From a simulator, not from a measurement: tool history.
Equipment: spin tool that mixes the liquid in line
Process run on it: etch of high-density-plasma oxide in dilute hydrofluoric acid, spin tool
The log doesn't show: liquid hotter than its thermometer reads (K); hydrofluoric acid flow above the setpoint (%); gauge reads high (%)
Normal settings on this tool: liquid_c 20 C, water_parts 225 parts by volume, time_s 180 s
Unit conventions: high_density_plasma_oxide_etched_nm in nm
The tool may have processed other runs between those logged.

run	hour	liquid_c	water_parts	time_s	wafers since the last listed run	hours since the thermometer was replaced	hours since the hydrofluoric acid flow meter was replaced	hours since the gauge calibration	read-back film thickness of the high-density-plasma oxide reference wafer, read on the same gauge (nm)	high_density_plasma_oxide_etched_nm
1	0	20	225	180	0	1285.9	180.8	1059.5	110	5.68
2	72.7	20	225	180	376	1358.6	253.5	1132.2	109.98	5.59
3	121.6	20	225	180	253	1407.5	302.4	1181.1	110.01	5.62
4	162.8	20	255	180	213	1448.7	343.6	1222.3	109.97	4.79
5	225.6	20	255	180	324	1511.5	406.4	1285.1	109.98	4.82
6	309.1	20	275	180	432	1595	489.9	1368.6	110.04	4.38
# hour 334.2: hydrofluoric acid flow meter replaced
7	389.9	20	275	180	412	1675.8	55.7	1449.4	110.02	4.39
8	443.2	20	275	180	275	1729.1	109	1502.7	109.99	4.4
9	548.6	23.5	300	180	545	1834.5	214.4	1608.1	110.02	4.47
10	626.7	23.5	300	180	404	1912.6	292.5	1686.2	109.98	4.44
11	687.5	20	225	180	314	1973.4	353.3	1747	110	5.6
12	769.3	20	225	180	423	2055.2	435.1	1828.8	109.97	5.62
13	857.6	20	330	240	456	2143.5	523.4	1917.1	109.99	4.66
# hour 875.6: gauge calibrated
14	930.9	20	255	180	379	2216.8	596.7	55.3	109.99	4.85
# hour 986.7: hydrofluoric acid flow meter replaced
15	987.2	20	225	180	286	2273.1	0.5	111.6	110	5.7
16	1035.2	18.5	275	120	248	2321.1	48.5	159.6	110.01	2.77
17	1105.4	20	225	180	363	2391.3	118.7	229.8	109.98	5.66
18	1192.1	23.5	320	245	448	2478	205.4	316.5	109.97	5.59
19	1262.3	20	305	290	363	2548.2	275.6	386.7	109.96	6.2
20	1333.4	17	120	265	367	2619.3	346.7	457.8	110	15.11
21	1423.4	17	160	275	465	2709.3	436.7	547.8	110.02	11.39
22	1469.2	23.5	225	180	237	2755.1	482.5	593.6	109.99	6.39
# hour 1472.9: hydrofluoric acid flow meter replaced
# hour 1479.4: thermometer replaced
23	1619.1	20	325	180	765	139.7	146.2	743.5	110.02	3.56
24	1717.2	17	320	180	507	237.8	244.3	841.6	109.98	3.27
25	1903.7	20	260	280	965	424.3	430.8	1028.1	110	7.36

Alternative continuations, all from the tool just after run 25; predict every row:
A	1904.2	20	225	180	2	424.8	431.3	1028.6	?	?
B	1904.2	24	280	145	2	424.8	431.3	1028.6	?	?
C	1904.2	17	185	265	2	424.8	431.3	1028.6	?	?

run	read-back film thickness of the high-density-plasma oxide reference wafer, read on the same gauge (nm)	high_density_plasma_oxide_etched_nm
A	109.93	5.66
B	109.93	4.02
C	109.93	9.35
Take away the tool's hidden state, keep each run's random variation, and the runs would have read:
run	high_density_plasma_oxide_etched_nm
A	5.66
B	4.02
C	9.35
